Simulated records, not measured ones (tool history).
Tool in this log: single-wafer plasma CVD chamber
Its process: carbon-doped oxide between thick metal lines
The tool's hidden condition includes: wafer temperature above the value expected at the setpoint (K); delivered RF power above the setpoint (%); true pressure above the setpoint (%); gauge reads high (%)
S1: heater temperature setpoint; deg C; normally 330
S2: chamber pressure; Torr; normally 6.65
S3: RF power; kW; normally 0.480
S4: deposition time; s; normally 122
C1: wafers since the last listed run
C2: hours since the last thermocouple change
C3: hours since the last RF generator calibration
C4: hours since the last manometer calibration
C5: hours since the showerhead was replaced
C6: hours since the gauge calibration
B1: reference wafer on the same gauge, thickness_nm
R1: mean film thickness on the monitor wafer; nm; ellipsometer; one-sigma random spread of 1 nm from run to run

run	day	S1	S2	S3	S4	C1	C2	C3	C4	C5	C6	B1	R1
1	0.000	330	6.65	0.480	128	0	1231.6	1463.2	2851.0	5494.6	207.0	622.248	682.361
2	0.579	322	6.65	0.480	122	169	1245.5	1477.1	2864.9	5508.5	220.9	621.999	673.374
3	1.808	330	6.65	0.480	122	358	1275.0	1506.6	2894.4	5538.0	250.4	622.009	653.204
4	2.650	330	6.65	0.480	122	245	1295.2	1526.8	2914.6	5558.2	270.6	621.906	650.802
5	4.058	330	6.65	0.480	122	411	1329.0	1560.6	2948.4	5592.0	304.4	621.934	652.162
6	4.950	330	6.65	0.480	122	260	1350.4	1582.0	2969.8	5613.4	325.8	621.742	652.471
7	5.512	330	6.65	0.480	122	164	1363.9	1595.5	2983.3	5626.9	339.3	621.981	651.797
8	6.254	330	6.65	0.480	122	216	1381.7	1613.3	3001.1	5644.7	357.1	622.152	652.352
9	7.071	330	6.65	0.480	122	238	1401.3	1632.9	3020.7	5664.3	376.7	621.734	652.481
# day 7.388: gauge calibrated
10	7.725	330	6.65	0.480	122	190	1417.0	1648.6	3036.4	5680.0	8.1	621.852	651.638
11	9.204	330	6.65	0.480	122	431	1452.5	1684.1	3071.9	5715.5	43.6	621.867	652.666
# day 9.992: thermocouple changed; heater temperature recalibrated
12	10.083	330	6.65	0.480	122	159	2.2	1705.2	3093.0	5736.6	64.7	621.999	636.022
13	10.825	330	6.65	0.480	122	216	20.0	1723.0	3110.8	5754.4	82.5	622.245	635.483
14	11.421	330	7.42	0.410	122	173	34.3	1737.3	3125.1	5768.7	96.8	621.934	584.248
15	12.850	343	6.65	0.395	99	417	68.6	1771.6	3159.4	5803.0	131.1	621.929	441.407
# day 13.708: capacitance manometer re-zeroed and calibrated
# day 14.046: RF generator calibrated
16	14.067	321	6.65	0.575	122	160	97.8	0.5	8.6	5832.2	160.3	622.047	757.810
17	14.729	322	5.49	0.480	122	193	113.7	16.4	24.5	5848.1	176.2	622.129	667.964
# day 15.258: showerhead replaced
18	15.371	330	6.65	0.570	112	90	129.1	31.8	39.9	2.7	191.6	622.243	668.130
19	16.317	339	5.67	0.405	133	276	151.8	54.5	62.6	25.4	214.3	621.935	621.170
20	16.842	330	6.65	0.570	112	153	164.4	67.1	75.2	38.0	226.9	621.974	667.065
21	17.362	330	6.22	0.510	110	152	176.9	79.6	87.7	50.5	239.4	621.936	611.744
22	18.642	335	7.84	0.525	138	373	207.6	110.3	118.4	81.2	270.1	621.643	779.626
23	19.367	330	6.65	0.480	122	211	225.0	127.7	135.8	98.6	287.5	621.690	660.238
24	20.058	324	5.30	0.425	129	201	241.6	144.3	152.4	115.2	304.1	622.077	647.831

Branching from run 24: 3 alternative next runs. What would each branch give?
A	20.075	330	6.65	0.480	101	4	242.0	144.7	152.8	115.6	304.5	?	?
B	20.075	330	8.18	0.480	122	4	242.0	144.7	152.8	115.6	304.5	?	?
C	20.075	330	7.32	0.480	122	4	242.0	144.7	152.8	115.6	304.5	?	?

run	B1	R1
A	621.852	547.590
B	621.852	671.425
C	621.852	665.826
Stripped of hidden state, with their random variation kept, the same runs would have yielded:
run	R1
A	553.209
B	678.314
C	672.659
